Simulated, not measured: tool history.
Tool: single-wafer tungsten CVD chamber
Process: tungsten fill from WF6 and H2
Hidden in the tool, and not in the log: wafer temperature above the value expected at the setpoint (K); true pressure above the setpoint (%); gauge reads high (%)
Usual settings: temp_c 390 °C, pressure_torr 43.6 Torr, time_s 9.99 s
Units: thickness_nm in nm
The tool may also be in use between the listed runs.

run	day	temp_c	pressure_torr	time_s	wafers since the last listed run	hours since the last thermocouple change	hours since the last manometer calibration	hours since the showerhead was replaced	hours since the gauge calibration	read-back reference wafer on the same gauge, thickness_nm	thickness_nm
1	0.000	380	43.6	9.99	0	2628.4	1493.4	4559.5	399.8	27.031	21.074
2	1.412	380	43.6	9.99	895	2662.3	1527.3	4593.4	433.7	26.990	21.024
3	2.438	390	40.8	9.99	649	2686.9	1551.9	4618.0	458.3	26.985	25.694
4	3.912	390	40.8	9.99	934	2722.3	1587.3	4653.4	493.7	27.016	25.624
5	5.088	390	40.8	9.99	744	2750.5	1615.5	4681.6	521.9	27.008	25.618
6	6.433	390	43.6	9.99	853	2782.8	1647.8	4713.9	554.2	26.988	26.364
7	7.717	390	43.6	9.99	813	2813.6	1678.6	4744.7	585.0	27.010	26.390
# day 7.821: gauge calibrated
8	8.550	390	43.6	9.99	528	2833.6	1698.6	4764.7	17.5	26.996	26.485
# day 9.375: thermocouple changed; heater temperature recalibrated
9	9.417	390	43.6	9.99	338	1.0	1719.4	4785.5	38.3	27.015	24.693
# day 9.758: capacitance manometer re-zeroed and calibrated
10	10.162	390	40.2	9.99	261	18.9	9.7	4803.4	56.2	26.988	24.022
11	11.429	390	50.4	8.65	802	49.3	40.1	4833.8	86.6	27.012	22.822
12	12.112	386	54.2	9.99	433	65.7	56.5	4850.2	103.0	27.015	24.884
# day 12.529: thermocouple changed; heater temperature recalibrated, repeated, since the last time left the tool worse
13	13.608	390	38.4	9.99	736	25.9	92.4	4886.1	138.9	27.023	27.231
14	14.171	390	43.6	9.99	356	39.4	105.9	4899.6	152.4	26.979	28.767
# day 15.062: showerhead replaced
15	15.412	390	43.6	9.99	575	69.2	135.7	8.4	182.2	27.022	28.556
16	19.400	390	43.6	9.99	2527	164.9	231.4	104.1	277.9	27.010	28.620
17	20.662	386	51.9	11.56	800	195.2	261.7	134.4	308.2	27.030	32.526
18	21.350	376	43.6	9.99	435	211.7	278.2	150.9	324.7	26.954	20.659

Hidden state or all else? Some run-to-run changes of thickness_nm, split into what the settings, what came in and random variation would give without the hidden state, and what is left for the hidden state (with any gauge scatter that isn't in both results):
Run 12 -> 13: temp_c 386 -> 390, pressure_torr 54.2 -> 38.4, thermocouple changed; heater temperature recalibrated, repeated, since the last time left the tool worse. thickness_nm +2.347 nm: hidden state +4.427, all else -2.080.
Run 17 -> 18: temp_c 386 -> 376, pressure_torr 51.9 -> 43.6, time_s 11.56 -> 9.99. thickness_nm -11.867 nm: hidden state +0.323, all else -12.190.
